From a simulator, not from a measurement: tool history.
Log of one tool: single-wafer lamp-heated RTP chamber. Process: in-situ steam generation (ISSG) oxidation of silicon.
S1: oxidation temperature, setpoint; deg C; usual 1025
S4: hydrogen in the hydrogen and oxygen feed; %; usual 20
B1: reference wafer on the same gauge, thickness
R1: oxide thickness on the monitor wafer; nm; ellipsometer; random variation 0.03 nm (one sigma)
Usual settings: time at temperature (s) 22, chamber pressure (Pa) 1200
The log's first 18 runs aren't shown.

run 19 day=10.038 | S1=1025 time_at_temperature_(s)=22 chamber_pressure_(Pa)=1200 S4=20 | B1=6.644 | R1=6.239
run 20 day=10.612 | S1=1036 time_at_temperature_(s)=30 chamber_pressure_(Pa)=1120 S4=15 | B1=6.648 | R1=7.333
-- day=10.879 gauge calibrated
-- day=11.962 pyrometer window cleaned and pyrometer calibrated
run 21 day=12.183 | S1=1025 time_at_temperature_(s)=15 chamber_pressure_(Pa)=1200 S4=17 | B1=6.651 | R1=5.130
run 22 day=12.829 | S1=1025 time_at_temperature_(s)=22 chamber_pressure_(Pa)=1200 S4=12 | B1=6.656 | R1=5.815
run 23 day=13.429 | S1=1025 time_at_temperature_(s)=22 chamber_pressure_(Pa)=1013 S4=20 | B1=6.649 | R1=6.489
run 24 day=13.933 | S1=1043 time_at_temperature_(s)=22 chamber_pressure_(Pa)=1200 S4=20 | B1=6.659 | R1=7.153
run 25 day=14.396 | S1=1015 time_at_temperature_(s)=28 chamber_pressure_(Pa)=1200 S4=20 | B1=6.641 | R1=6.966
run 26 day=14.704 | S1=1025 time_at_temperature_(s)=27 chamber_pressure_(Pa)=1107 S4=20 | B1=6.653 | R1=7.251
run 27 day=14.975 | S1=1025 time_at_temperature_(s)=22 chamber_pressure_(Pa)=1267 S4=17 | B1=6.648 | R1=6.191
-- day=15.667 pyrometer window cleaned and pyrometer calibrated, repeated, since the last time left the tool worse
run 28 day=15.688 | S1=1025 time_at_temperature_(s)=22 chamber_pressure_(Pa)=1200 S4=20 | B1=6.649 | R1=6.079
run 29 day=16.312 | S1=1025 time_at_temperature_(s)=22 chamber_pressure_(Pa)=1200 S4=20 | B1=6.640 | R1=6.168
run 30 day=16.742 | S1=1035 time_at_temperature_(s)=26 chamber_pressure_(Pa)=1200 S4=20 | B1=6.651 | R1=7.022
run 31 day=17.179 | S1=1025 time_at_temperature_(s)=22 chamber_pressure_(Pa)=1200 S4=20 | B1=6.641 | R1=6.152
run 32 day=17.892 | S1=1025 time_at_temperature_(s)=24 chamber_pressure_(Pa)=1200 S4=15 | B1=6.658 | R1=6.099

3 ways to go on from here, each from the tool as it stands after run 32. What would each give?
run A day=17.908 | S1=1025 time_at_temperature_(s)=22 chamber_pressure_(Pa)=1200 S4=20 | B1=? | R1=?
run B day=17.908 | S1=1042 time_at_temperature_(s)=22 chamber_pressure_(Pa)=1200 S4=20 | B1=? | R1=?
run C day=17.908 | S1=1040 time_at_temperature_(s)=27 chamber_pressure_(Pa)=1027 S4=20 | B1=? | R1=?

run=A B1=6.651 R1=6.167
run=B B1=6.651 R1=6.727
run=C B1=6.651 R1=7.459
Without the tool's hidden state the same runs would have given:
run=A R1=6.139
run=B R1=6.693
run=C R1=7.421
